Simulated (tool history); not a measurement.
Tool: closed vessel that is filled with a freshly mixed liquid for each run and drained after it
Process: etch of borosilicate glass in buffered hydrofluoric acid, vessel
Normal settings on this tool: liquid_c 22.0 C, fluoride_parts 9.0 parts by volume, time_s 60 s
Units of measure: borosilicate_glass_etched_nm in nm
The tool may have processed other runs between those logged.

run   hour  liquid_c  fluoride_parts  time_s  wafers since the last listed run  hours since the thermometer was replaced  hours since the hydrofluoric acid flow meter was replaced  hours since the gauge calibration  read-back film thickness of the borosilicate glass reference wafer, read on the same gauge (nm)  borosilicate_glass_etched_nm
  1    0.0      25.0             9.0      60                                 0                                    1484.2                                                     1433.1                              985.8                                                                                           140.01                         93.06
  2   20.8      25.0             9.0      60                              2006                                    1505.0                                                     1453.9                             1006.6                                                                                           140.00                         93.14
  3   35.9      25.0             9.0      60                              1456                                    1520.1                                                     1469.0                             1021.7                                                                                           140.00                         92.91
  4   64.7      22.0             9.0      60                              2778                                    1548.9                                                     1497.8                             1050.5                                                                                           140.02                         78.63
  5   86.7      22.0             9.0      75                              2122                                    1570.9                                                     1519.8                             1072.5                                                                                           140.01                         99.10
  6  114.7      22.0             9.0      75                              2701                                    1598.9                                                     1547.8                             1100.5                                                                                           139.98                         97.75
  7  136.5      22.0             9.0      75                              2103                                    1620.7                                                     1569.6                             1122.3                                                                                           140.03                         98.03
  8  155.8      22.0             9.0      60                              1861                                    1640.0                                                     1588.9                             1141.6                                                                                           139.99                         79.63
  9  175.6      22.0             9.0      60                              1910                                    1659.8                                                     1608.7                             1161.4                                                                                           139.99                         79.06
 10  198.7      22.0             9.0      60                              2228                                    1682.9                                                     1631.8                             1184.5                                                                                           139.97                         79.60
 11  219.6      22.0             9.0      60                              2016                                    1703.8                                                     1652.7                             1205.4                                                                                           140.03                         78.66
     226.8  -- gauge calibrated
 12  238.2      22.0             9.0      60                              1794                                    1722.4                                                     1671.3                               11.4                                                                                           140.02                         78.57
 13  265.8      24.0             8.0      80                              2662                                    1750.0                                                     1698.9                               39.0                                                                                           140.00                        133.81
 14  282.6      17.0             9.0      60                              1620                                    1766.8                                                     1715.7                               55.8                                                                                           140.01                         59.48
 15  301.4      24.5            11.0      85                              1813                                    1785.6                                                     1734.5                               74.6                                                                                           140.01                        108.59
 16  316.5      17.5             7.0      30                              1456                                    1800.7                                                     1749.6                               89.7                                                                                           140.01                         40.77
 17  346.6      22.0            11.0      70                              2903                                    1830.8                                                     1779.7                              119.8                                                                                           140.01                         78.03
 18  403.2      26.0             9.0      60                              5460                                    1887.4                                                     1836.3                              176.4                                                                                           140.00                         97.64
 19  422.0      22.0            12.0      50                              1813                                    1906.2                                                     1855.1                              195.2                                                                                           139.99                         51.11
     441.4  -- hydrofluoric acid flow meter replaced
 20  447.2      24.5             6.5      30                              2334                                    1931.4                                                        5.8                              220.4                                                                                           139.97                         62.92
     452.5  -- thermometer replaced
 21  462.3      25.0            10.5      75                              1360                                       9.8                                                       20.9                              235.5                                                                                           140.01                        107.22
 22  519.3      22.0             9.0      60                              5498                                      66.8                                                       77.9                              292.5                                                                                           139.98                         82.57
 23  553.8      22.0             9.0      60                              3328                                     101.3                                                      112.4                              327.0                                                                                           139.99                         82.85
 24  575.8      22.0             7.5      80                              2122                                     123.3                                                      134.4                              349.0                                                                                           140.01                        134.53

Run 25, settings as shown, results not yet in. Your forecast:
 25  611.2      22.0             9.0      60                              3415                                     158.7                                                      169.8                              384.4                                                                                                ?                             ?

Run 25 yielded read-back film thickness of the borosilicate glass reference wafer, read on the same gauge (nm) 139.98, borosilicate_glass_etched_nm 82.03 nm.
On a tool with no hidden condition, and with the same random variation, this run would have come out at borosilicate_glass_etched_nm 82.34 nm.
